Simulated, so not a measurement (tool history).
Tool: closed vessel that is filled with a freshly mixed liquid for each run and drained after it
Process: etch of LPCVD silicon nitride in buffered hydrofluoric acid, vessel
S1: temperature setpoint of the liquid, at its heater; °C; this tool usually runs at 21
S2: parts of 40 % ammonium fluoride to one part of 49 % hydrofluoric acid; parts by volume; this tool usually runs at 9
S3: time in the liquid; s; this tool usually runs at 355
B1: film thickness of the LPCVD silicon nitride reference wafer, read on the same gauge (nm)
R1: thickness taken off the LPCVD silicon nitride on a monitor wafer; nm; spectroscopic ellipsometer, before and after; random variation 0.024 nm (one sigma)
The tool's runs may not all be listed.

Run 1, hour 0: usual settings but S2 7.5 parts by volume; B1 150.013. Result: R1 5.585 nm.
Run 2, hour 21.1: usual settings but S2 7.5 parts by volume; B1 150.028. Result: R1 5.583 nm.
Run 3, hour 51.6: usual settings but S2 8.5 parts by volume; B1 150.014. Result: R1 4.866 nm.
Run 4, hour 147.5: usual settings but S2 8.5 parts by volume; B1 149.996. Result: R1 4.872 nm.
Run 5, hour 165.3: usual settings but S1 18.5 °C; B1 149.978. Result: R1 3.989 nm.
Run 6, hour 183.8: usual settings; B1 149.969. Result: R1 4.624 nm.
Run 7, hour 213.4: usual settings; B1 150.005. Result: R1 4.605 nm.
Run 8, hour 239.7: usual settings; B1 150.003. Result: R1 4.604 nm.
Run 9, hour 270.8: usual settings; B1 150.008. Result: R1 4.646 nm.
Run 10, hour 286: usual settings; B1 150.01. Result: R1 4.611 nm.
Run 11, hour 316.3: usual settings; B1 149.993. Result: R1 4.661 nm.
Run 12, hour 331.5: usual settings but S1 25 °C; B1 150.035. Result: R1 5.828 nm.
Run 13, hour 348.4: usual settings; B1 150.022. Result: R1 4.694 nm.
At hour 349.7: hydrofluoric acid flow meter replaced.
Run 14, hour 366.6: usual settings but S1 17 °C, S3 160 s; B1 150.025. Result: R1 1.556 nm.
Run 15, hour 380.6: usual settings but S1 23.5 °C, S2 7 parts by volume; B1 150.018. Result: R1 6.418 nm.
Run 16, hour 408.2: usual settings but S2 12 parts by volume, S3 535 s; B1 149.989. Result: R1 5.073 nm.
Run 17, hour 433: usual settings but S2 11 parts by volume; B1 150.004. Result: R1 3.683 nm.
Run 18, hour 455.7: usual settings but S1 18 °C, S2 12.5 parts by volume, S3 545 s; B1 149.975. Result: R1 4.194 nm.
Run 19, hour 483.7: usual settings but S1 17 °C, S2 6.5 parts by volume; B1 150.04. Result: R1 4.799 nm.
At hour 494.5: gauge calibrated.
Run 20, hour 498.6: usual settings; B1 149.99. Result: R1 4.339 nm.
At hour 509.1: thermometer replaced.
Run 21, hour 519.4: usual settings; B1 150.016. Result: R1 4.328 nm.
Run 22, hour 548.2: usual settings but S1 25 °C, S2 10.5 parts by volume, S3 155 s; B1 149.98. Result: R1 2.115 nm.
Run 23, hour 576.7: usual settings but S1 17 °C, S2 10.5 parts by volume, S3 260 s; B1 150.019. Result: R1 2.259 nm.
Run 24, hour 602.9: usual settings; B1 150.03. Result: R1 4.376 nm.
Run 25, hour 636: usual settings but S1 18 °C, S2 7.5 parts by volume, S3 565 s; B1 150. Result: R1 7.167 nm.
Run 26, hour 660.6: usual settings but S3 440 s; B1 149.995. Result: R1 5.383 nm.
Run 27, hour 693.1: usual settings; B1 150.039. Result: R1 4.363 nm.

4 ways to go on from here, each from the tool as it stands after run 27. What would each give?
Run A, hour 693.8: usual settings; B1 ?. Result: R1 ?.
Run B, hour 693.8: usual settings but S3 180 s; B1 ?. Result: R1 ?.
Run C, hour 693.8: usual settings but S1 25.5 °C, S2 7 parts by volume, S3 265 s; B1 ?. Result: R1 ?.
Run D, hour 693.8: usual settings but S1 24 °C; B1 ?. Result: R1 ?.

run       B1     R1
  A  149.986  4.393
  B  149.986  2.227
  C  149.986  5.453
  D  149.986  5.181
The same runs, with their run-to-run variation unchanged, on a tool lacking any hidden condition would have given:
run     R1
  A  4.186
  B  2.123
  C  5.248
  D  4.938
